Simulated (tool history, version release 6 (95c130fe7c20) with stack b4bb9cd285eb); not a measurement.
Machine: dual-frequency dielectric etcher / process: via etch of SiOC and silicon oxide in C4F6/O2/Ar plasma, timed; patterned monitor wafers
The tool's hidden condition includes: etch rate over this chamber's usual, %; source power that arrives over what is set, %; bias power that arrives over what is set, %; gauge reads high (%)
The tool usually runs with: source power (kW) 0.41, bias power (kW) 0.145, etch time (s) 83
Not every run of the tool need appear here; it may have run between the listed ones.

run,day,source power (kW),bias power (kW),etch time (s),wafers since the last listed run,hours since the last wet clean,hours since the last source power generator calibration,hours since the last bias power generator calibration,hours since the last upper electrode change,hours since the gauge calibration,"read-back reference wafer on the same gauge, depth_nm",mean etch depth across the wafer (angstrom)
1,0,0.41,0.159,83,0,111.8,1929.7,1602.5,3660.6,1484.3,108,973
2,3.471,0.41,0.159,83,912,195.1,2013,1685.8,3743.9,1567.6,107.8,969
3,8.288,0.41,0.145,83,1265,310.7,2128.6,1801.4,3859.5,1683.2,107.9,929
4,11.208,0.41,0.145,83,767,380.8,2198.7,1871.5,3929.6,1753.3,107.9,945
# day 13.233: upper electrode replaced
5,13.254,0.41,0.145,83,274,429.9,2247.8,1920.6,0.5,1802.4,107.9,938
6,13.817,0.41,0.145,83,147,443.4,2261.3,1934.1,14,1815.9,107.6,946
7,16.317,0.5,0.135,104,656,503.4,2321.3,1994.1,74,1875.9,107.7,1256
# day 18.517: wet clean of the chamber
8,18.867,0.41,0.134,102,407,8.4,2382.5,2055.3,135.2,1937.1,108,1125
9,21.629,0.51,0.135,83,725,74.7,2448.8,2121.6,201.5,2003.4,108,1009
10,24.5,0.41,0.169,73,754,143.6,2517.7,2190.5,270.4,2072.3,107.6,876
11,27.096,0.41,0.145,83,682,205.9,2580,2252.8,332.7,2134.6,107.5,949
12,29.779,0.41,0.126,100,705,270.3,2644.4,2317.2,397.1,2199,107.7,1074
13,32.512,0.41,0.145,83,718,335.9,2710,2382.8,462.7,2264.6,108,937
# day 33.696: source power generator calibrated
# day 35.629: gauge calibrated
14,36.15,0.48,0.124,96.5,912,423.2,58.9,2470.1,550,12.5,107.9,1105
15,37.742,0.41,0.145,83,418,461.4,97.1,2508.3,588.2,50.7,107.7,940
# day 41.183: bias power generator calibrated
# day 41.333: wet clean of the chamber
16,43.546,0.41,0.159,83,1443,53.1,236.4,56.7,727.5,190,107.7,970
17,48.142,0.47,0.175,66,1207,163.4,346.7,167,837.8,300.3,107.8,853
18,49.604,0.48,0.119,59,384,198.5,381.8,202.1,872.9,335.4,107.8,663
19,51.625,0.41,0.145,83,531,247,430.3,250.6,921.4,383.9,107.7,935
20,58.7,0.45,0.145,101,1859,416.8,600.1,420.4,1091.2,553.7,107.6,1198
21,60.846,0.31,0.134,95,563,468.3,651.6,471.9,1142.7,605.2,107.8,929
22,61.992,0.41,0.145,83,301,495.8,679.1,499.4,1170.2,632.7,107.7,943
# day 64.192: wet clean of the chamber
23,64.742,0.47,0.132,68,459,13.2,745.1,565.4,1236.2,698.7,108.1,800
24,67.721,0.5,0.117,83,782,84.7,816.6,636.9,1307.7,770.2,107.5,951
25,69.208,0.41,0.145,83,390,120.4,852.3,672.6,1343.4,805.9,107.9,948
26,70.738,0.41,0.145,83,401,157.1,889,709.3,1380.1,842.6,107.9,938
27,73.35,0.41,0.145,62.5,686,219.8,951.7,772,1442.8,905.3,107.6,710
28,74.846,0.41,0.157,91,393,255.7,987.6,807.9,1478.7,941.2,107.8,1062
29,77,0.5,0.154,93,566,307.4,1039.3,859.6,1530.4,992.9,107.8,1177

Each row is a separate what-if for the run after 29, all from the same tool condition, not one after another. Results?
A,77.017,0.41,0.175,83,4,307.8,1039.7,860,1530.8,993.3,?,?
B,77.017,0.38,0.175,92,4,307.8,1039.7,860,1530.8,993.3,?,?
C,77.017,0.34,0.145,83,4,307.8,1039.7,860,1530.8,993.3,?,?
D,77.017,0.41,0.119,83,4,307.8,1039.7,860,1530.8,993.3,?,?
E,77.017,0.35,0.177,91.5,4,307.8,1039.7,860,1530.8,993.3,?,?

run,"read-back reference wafer on the same gauge, depth_nm",mean etch depth across the wafer (angstrom)
A,107.8,1000
B,107.8,1073
C,107.8,861
D,107.8,869
E,107.8,1035
Stripped of hidden state, with their random variation kept, the same runs would have yielded:
run,mean etch depth across the wafer (angstrom)
A,1000
B,1073
C,861
D,869
E,1035
